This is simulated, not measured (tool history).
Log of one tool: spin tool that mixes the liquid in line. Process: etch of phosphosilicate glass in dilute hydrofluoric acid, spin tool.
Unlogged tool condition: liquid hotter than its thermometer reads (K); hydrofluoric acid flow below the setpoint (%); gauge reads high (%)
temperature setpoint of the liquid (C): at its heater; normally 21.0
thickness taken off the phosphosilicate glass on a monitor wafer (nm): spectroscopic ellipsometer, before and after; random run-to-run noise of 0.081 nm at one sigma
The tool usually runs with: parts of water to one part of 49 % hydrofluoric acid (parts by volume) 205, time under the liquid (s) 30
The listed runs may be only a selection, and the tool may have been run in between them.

run	hour	temperature setpoint of the liquid (C)	parts of water to one part of 49 % hydrofluoric acid (parts by volume)	time under the liquid (s)	wafers since the last listed run	hours since the thermometer was replaced	hours since the hydrofluoric acid flow meter was replaced	hours since the gauge calibration	read-back film thickness of the phosphosilicate glass reference wafer, read on the same gauge (nm)	thickness taken off the phosphosilicate glass on a monitor wafer (nm)
1	0.0	21.0	205	30	0	1701.3	427.5	8.9	39.99	15.85
2	47.9	21.0	205	25	627	1749.2	475.4	56.8	40.01	13.21
3	60.2	21.0	205	25	161	1761.5	487.7	69.1	39.98	13.17
4	67.3	21.0	205	25	93	1768.6	494.8	76.2	40.02	13.20
5	83.2	21.0	205	30	208	1784.5	510.7	92.1	40.00	15.72
6	92.7	21.0	205	30	124	1794.0	520.2	101.6	40.01	15.62
7	105.9	21.0	205	30	172	1807.2	533.4	114.8	39.95	15.77
8	116.1	21.0	205	30	133	1817.4	543.6	125.0	40.01	15.56
9	133.1	21.0	205	30	222	1834.4	560.6	142.0	39.98	15.63
10	183.4	21.0	205	30	659	1884.7	610.9	192.3	39.95	15.58
11	233.8	21.0	175	30	660	1935.1	661.3	242.7	39.98	18.76
12	251.4	21.0	175	30	230	1952.7	678.9	260.3	39.96	18.74
13	261.7	21.0	175	30	134	1963.0	689.2	270.6	40.01	18.77
# hour 268.5: gauge calibrated
14	271.7	22.0	170	30	131	1973.0	699.2	3.2	40.00	19.93
15	279.9	21.0	205	30	107	1981.2	707.4	11.4	40.01	15.44
16	295.9	26.0	300	40	209	1997.2	723.4	27.4	39.99	15.18
17	308.2	21.0	205	30	161	2009.5	735.7	39.7	39.99	15.48
18	314.9	25.5	255	40	87	2016.2	742.4	46.4	40.02	18.31
19	324.8	21.0	205	30	129	2026.1	752.3	56.3	39.97	15.34
# hour 339.9: hydrofluoric acid flow meter replaced
20	341.2	21.0	205	45	201	2042.5	1.3	72.7	40.03	24.89
21	348.2	18.0	205	40	91	2049.5	8.3	79.7	40.05	19.83
22	360.7	17.0	130	45	163	2062.0	20.8	92.2	39.97	36.45
# hour 361.8: thermometer replaced
23	372.0	24.5	235	15	134	10.2	32.1	103.5	39.99	7.94
24	382.0	17.0	280	30	131	20.2	42.1	113.5	40.00	9.69
25	395.3	21.0	205	30	174	33.5	55.4	126.8	40.00	16.44
26	408.9	21.0	205	30	178	47.1	69.0	140.4	40.01	16.40
27	423.6	22.5	270	30	192	61.8	83.7	155.1	40.01	12.40
28	440.5	24.5	205	30	221	78.7	100.6	172.0	39.96	18.73
29	455.2	21.0	205	50	192	93.4	115.3	186.7	39.97	27.30
30	462.7	19.5	205	30	98	100.9	122.8	194.2	39.98	15.51
31	471.7	17.5	135	15	117	109.9	131.8	203.2	39.98	11.58
32	479.9	25.5	205	45	107	118.1	140.0	211.4	40.01	29.06
33	487.2	19.5	170	25	95	125.4	147.3	218.7	40.00	15.99
34	502.9	25.5	300	30	205	141.1	163.0	234.4	39.99	11.89

Exercise: give the hidden state of the tool at every run:
liquid hotter than its thermometer reads (K): 0 at every run
gauge reads high (%): 0 at every run
H1: hydrofluoric acid flow below the setpoint (%)
run	H1
1	3.88
2	4.25
3	4.35
4	4.41
5	4.53
6	4.61
7	4.71
8	4.79
9	4.92
10	5.32
11	5.71
12	5.85
13	5.93
14	6.01
15	6.08
16	6.2
17	6.3
18	6.35
19	6.43
20	0.295
21	0.35
22	0.448
23	0.537
24	0.615
25	0.72
26	0.827
27	0.942
28	1.07
29	1.19
30	1.25
31	1.32
32	1.38
33	1.44
34	1.56
